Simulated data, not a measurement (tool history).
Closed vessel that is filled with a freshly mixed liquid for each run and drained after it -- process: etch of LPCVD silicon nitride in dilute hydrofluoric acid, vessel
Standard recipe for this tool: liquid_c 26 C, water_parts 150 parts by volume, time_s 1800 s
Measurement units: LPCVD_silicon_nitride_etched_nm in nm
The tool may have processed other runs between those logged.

run,hour,liquid_c,water_parts,time_s,"read-back film thickness of the LPCVD silicon nitride reference wafer, read on the same gauge (nm)",LPCVD_silicon_nitride_etched_nm
1,0,26,110,1800,60.01,10.85
2,29.3,23.5,150,1800,59.99,6.84
3,86.5,26,150,1800,59.97,7.92
4,116.4,26,150,1800,59.99,7.97
5,179.8,26,150,1800,60.02,7.96
6,226.3,24.5,150,1800,59.99,7.3
7,294.3,24.5,150,1800,60.02,7.28
# hour 324.6: gauge calibrated
8,329.6,27.5,150,1800,59.98,8.83
9,364.5,26,150,1800,59.99,8.01
# hour 375.3: thermometer replaced
10,394.9,26,150,1800,59.94,8.02
11,449.2,26,150,1800,60,8.02
12,515.2,26,150,1265,59.98,5.64
13,569.2,26,200,1095,60,3.67
14,623.6,26,205,1800,59.98,5.89
15,652.2,26,115,1410,60,8.2
16,699.8,26,205,1800,59.97,5.86
17,732.7,26,150,1800,60.02,8.06
# hour 753.5: hydrofluoric acid flow meter replaced
18,777,26,115,880,59.96,4.99
19,843.6,24,95,1060,60.01,6.4
20,875.1,26,150,1800,60.03,7.85
21,911.4,28,110,2830,60.04,19.19
22,938.4,26,150,1800,59.99,7.86
23,980.3,26,90,1315,59.97,9.55
24,1022.2,31,190,1800,60.01,8.41
25,1063.8,26,90,1315,59.95,9.58

5 options for the next run, each taken on its own from the tool as it stands now. Forecast them:
A,1065,26,150,1800,?,?
B,1065,26,200,2810,?,?
C,1065,26,150,1245,?,?
D,1065,28,80,2240,?,?
E,1065,24,200,1075,?,?

run,"read-back film thickness of the LPCVD silicon nitride reference wafer, read on the same gauge (nm)",LPCVD_silicon_nitride_etched_nm
A,60,7.86
B,60,9.2
C,60,5.43
D,60,20.8
E,60,3.11
Without the tool's unlogged condition, the same runs would have read:
run,LPCVD_silicon_nitride_etched_nm
A,7.8
B,9.14
C,5.4
D,20.65
E,3.08

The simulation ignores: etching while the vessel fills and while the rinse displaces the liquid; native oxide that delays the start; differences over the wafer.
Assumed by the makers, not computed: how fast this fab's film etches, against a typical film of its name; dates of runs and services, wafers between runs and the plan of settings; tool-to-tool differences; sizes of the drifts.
